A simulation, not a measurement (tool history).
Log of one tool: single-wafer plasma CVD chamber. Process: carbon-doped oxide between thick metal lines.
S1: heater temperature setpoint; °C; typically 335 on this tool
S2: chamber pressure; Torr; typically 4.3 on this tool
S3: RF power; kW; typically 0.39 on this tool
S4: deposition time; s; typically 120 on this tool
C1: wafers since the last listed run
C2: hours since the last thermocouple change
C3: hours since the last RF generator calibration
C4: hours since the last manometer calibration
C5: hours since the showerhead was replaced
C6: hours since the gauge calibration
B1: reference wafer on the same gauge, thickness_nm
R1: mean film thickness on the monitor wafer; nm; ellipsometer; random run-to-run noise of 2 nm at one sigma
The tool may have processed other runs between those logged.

run 1 hour=0 | S1=335 S2=4.3 S3=0.39 S4=120 | C1=0 C2=2029.8 C3=1486.9 C4=2605.6 C5=6345.2 C6=349.3 | B1=460.663 | R1=505.848
run 2 hour=15.2 | S1=335 S2=4.3 S3=0.39 S4=120 | C1=166 C2=2045 C3=1502.1 C4=2620.8 C5=6360.4 C6=364.5 | B1=461.073 | R1=500.892
-- hour=30.4 showerhead replaced
-- hour=31.5 RF generator calibrated
run 3 hour=32 | S1=335 S2=4.3 S3=0.39 S4=120 | C1=84 C2=2061.8 C3=0.5 C4=2637.6 C5=1.6 C6=381.3 | B1=460.937 | R1=488.176
run 4 hour=38.6 | S1=335 S2=4.3 S3=0.39 S4=120 | C1=72 C2=2068.4 C3=7.1 C4=2644.2 C5=8.2 C6=387.9 | B1=461.03 | R1=489.407
run 5 hour=53 | S1=345 S2=5.32 S3=0.345 S4=128 | C1=158 C2=2082.8 C3=21.5 C4=2658.6 C5=22.6 C6=402.3 | B1=461.039 | R1=479.202
-- hour=61.8 capacitance manometer re-zeroed and calibrated
run 6 hour=66 | S1=335 S2=4.3 S3=0.39 S4=120 | C1=54 C2=2095.8 C3=34.5 C4=4.2 C5=35.6 C6=415.3 | B1=460.757 | R1=485.819
run 7 hour=81.7 | S1=325 S2=5.17 S3=0.39 S4=120 | C1=172 C2=2111.5 C3=50.2 C4=19.9 C5=51.3 C6=431 | B1=461.07 | R1=514.649
run 8 hour=94.6 | S1=340 S2=4.83 S3=0.39 S4=130 | C1=141 C2=2124.4 C3=63.1 C4=32.8 C5=64.2 C6=443.9 | B1=460.965 | R1=526.005
run 9 hour=108.5 | S1=335 S2=4.3 S3=0.445 S4=120 | C1=152 C2=2138.3 C3=77 C4=46.7 C5=78.1 C6=457.8 | B1=460.943 | R1=529.161
-- hour=128.3 RF generator calibrated, repeated, since the last time left the tool worse
run 10 hour=128.8 | S1=325 S2=5 S3=0.39 S4=141 | C1=134 C2=2158.6 C3=0.5 C4=67 C5=98.4 C6=478.1 | B1=461.192 | R1=651.589
run 11 hour=131.4 | S1=326 S2=3.59 S3=0.39 S4=139 | C1=28 C2=2161.2 C3=3.1 C4=69.6 C5=101 C6=480.7 | B1=461.316 | R1=601.377
run 12 hour=145.8 | S1=326 S2=4.3 S3=0.39 S4=120 | C1=158 C2=2175.6 C3=17.5 C4=84 C5=115.4 C6=495.1 | B1=460.807 | R1=534.879
run 13 hour=163.2 | S1=339 S2=5.32 S3=0.43 S4=101 | C1=190 C2=2193 C3=34.9 C4=101.4 C5=132.8 C6=512.5 | B1=461.228 | R1=478.646
run 14 hour=173.3 | S1=335 S2=4.3 S3=0.39 S4=120 | C1=110 C2=2203.1 C3=45 C4=111.5 C5=142.9 C6=522.6 | B1=461.063 | R1=520.114
-- hour=187.9 thermocouple changed; heater temperature recalibrated
run 15 hour=188.4 | S1=335 S2=4.3 S3=0.39 S4=120 | C1=77 C2=0.5 C3=60.1 C4=126.6 C5=158 C6=537.7 | B1=461.053 | R1=519.247
run 16 hour=206.8 | S1=335 S2=4.3 S3=0.365 S4=120 | C1=201 C2=18.9 C3=78.5 C4=145 C5=176.4 C6=556.1 | B1=461.067 | R1=495.073
-- hour=208.7 gauge calibrated
run 17 hour=219.7 | S1=322 S2=3.76 S3=0.39 S4=120 | C1=141 C2=31.8 C3=91.4 C4=157.9 C5=189.3 C6=11 | B1=461.143 | R1=527.966
run 18 hour=231.5 | S1=349 S2=5.34 S3=0.39 S4=112 | C1=129 C2=43.6 C3=103.2 C4=169.7 C5=201.1 C6=22.8 | B1=461.02 | R1=480.311
run 19 hour=243.3 | S1=335 S2=3.33 S3=0.39 S4=113 | C1=129 C2=55.4 C3=115 C4=181.5 C5=212.9 C6=34.6 | B1=461.026 | R1=470.827
run 20 hour=255.9 | S1=348 S2=3.78 S3=0.39 S4=134 | C1=138 C2=68 C3=127.6 C4=194.1 C5=225.5 C6=47.2 | B1=461.051 | R1=545.426
run 21 hour=263.6 | S1=335 S2=4.3 S3=0.39 S4=120 | C1=84 C2=75.7 C3=135.3 C4=201.8 C5=233.2 C6=54.9 | B1=460.521 | R1=515.144
run 22 hour=278.9 | S1=335 S2=4.3 S3=0.42 S4=120 | C1=167 C2=91 C3=150.6 C4=217.1 C5=248.5 C6=70.2 | B1=460.923 | R1=545.458
run 23 hour=296.4 | S1=341 S2=5.37 S3=0.39 S4=120 | C1=192 C2=108.5 C3=168.1 C4=234.6 C5=266 C6=87.7 | B1=460.787 | R1=526.831
run 24 hour=310.1 | S1=335 S2=4.3 S3=0.39 S4=120 | C1=150 C2=122.2 C3=181.8 C4=248.3 C5=279.7 C6=101.4 | B1=461.479 | R1=513.52
run 25 hour=321.2 | S1=335 S2=4.3 S3=0.39 S4=120 | C1=121 C2=133.3 C3=192.9 C4=259.4 C5=290.8 C6=112.5 | B1=460.898 | R1=514.376
run 26 hour=333.2 | S1=335 S2=4.3 S3=0.39 S4=120 | C1=131 C2=145.3 C3=204.9 C4=271.4 C5=302.8 C6=124.5 | B1=460.807 | R1=514.152
run 27 hour=348.3 | S1=335 S2=4.3 S3=0.39 S4=120 | C1=165 C2=160.4 C3=220 C4=286.5 C5=317.9 C6=139.6 | B1=461.189 | R1=512.808
run 28 hour=358.4 | S1=343 S2=4.3 S3=0.445 S4=133 | C1=110 C2=170.5 C3=230.1 C4=296.6 C5=328 C6=149.7 | B1=460.929 | R1=605.119
run 29 hour=373 | S1=340 S2=3.45 S3=0.45 S4=128 | C1=160 C2=185.1 C3=244.7 C4=311.2 C5=342.6 C6=164.3 | B1=460.706 | R1=578.602

Across each entry between runs, compare the hidden state at the last listed run before it with the hidden state at the first listed run after it:
Runs 2 to 3: showerhead replaced (hour 30.4); RF generator calibrated (hour 31.5)
  delivered RF power above the setpoint (%): -5.69 -> -9.39
  the result without the hidden state subtracted from the measured one, R1: -21.012 -> -35.031 nm
Runs 5 to 6: capacitance manometer re-zeroed and calibrated (hour 61.8)
  delivered RF power above the setpoint (%): -9.63 -> -9.78
  the result without the hidden state subtracted from the measured one, R1: -35.603 -> -36.463 nm
Runs 9 to 10: RF generator calibrated, repeated, since the last time left the tool worse (hour 128.3)
  delivered RF power above the setpoint (%): -10.2 -> -0.152
  the result without the hidden state subtracted from the measured one, R1: -40.166 -> -0.675 nm
Runs 14 to 15: thermocouple changed; heater temperature recalibrated (hour 187.9)
  delivered RF power above the setpoint (%): -0.662 -> -0.824
  the result without the hidden state subtracted from the measured one, R1: -2.355 -> -2.931 nm
Runs 16 to 17: gauge calibrated (hour 208.7)
  delivered RF power above the setpoint (%): -1.02 -> -1.14
  the result without the hidden state subtracted from the measured one, R1: -3.598 -> -4.15 nm

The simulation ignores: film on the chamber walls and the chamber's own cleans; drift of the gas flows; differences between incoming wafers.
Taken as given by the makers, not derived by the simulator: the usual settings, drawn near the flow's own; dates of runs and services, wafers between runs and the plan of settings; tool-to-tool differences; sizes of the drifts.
